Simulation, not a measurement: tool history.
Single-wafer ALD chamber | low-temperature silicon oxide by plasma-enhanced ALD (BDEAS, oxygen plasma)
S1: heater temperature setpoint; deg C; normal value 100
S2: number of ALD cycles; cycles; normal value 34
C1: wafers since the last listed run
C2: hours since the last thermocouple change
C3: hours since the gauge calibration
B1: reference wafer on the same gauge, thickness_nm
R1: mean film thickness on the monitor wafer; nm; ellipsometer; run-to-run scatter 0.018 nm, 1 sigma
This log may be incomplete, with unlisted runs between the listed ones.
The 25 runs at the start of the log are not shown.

run	day	S1	S2	C1	C2	C3	B1	R1
26	76.4	112	34	514	910.6	803.4	5.382	4.811
27	80.892	100	39	806	1018.4	911.2	5.384	5.717
28	84.792	112	38	700	1112	1004.8	5.374	5.356
# day 85.212: thermocouple changed; heater temperature recalibrated
29	87.708	100	34	464	59.9	1074.8	5.382	4.867
30	91.179	90	29	623	143.2	1158.1	5.38	4.323
31	94.938	92	32	675	233.4	1248.3	5.381	4.735
32	98.521	87	30	643	319.4	1334.3	5.377	4.481
33	102.808	107	37	770	422.3	1437.2	5.386	5.209
34	106.458	100	34	655	509.9	1524.8	5.372	4.906

Below are 3 alternative next runs, each starting from the tool's condition after run 34. Predict each:
A	106.479	100	34	3	510.4	1525.3	?	?
B	106.479	94	34	3	510.4	1525.3	?	?
C	106.479	92	36	3	510.4	1525.3	?	?

run	B1	R1
A	5.37	4.916
B	5.37	5.01
C	5.37	5.337
Stripped of hidden state, with their random variation kept, the same runs would have yielded:
run	R1
A	4.897
B	4.99
C	5.316
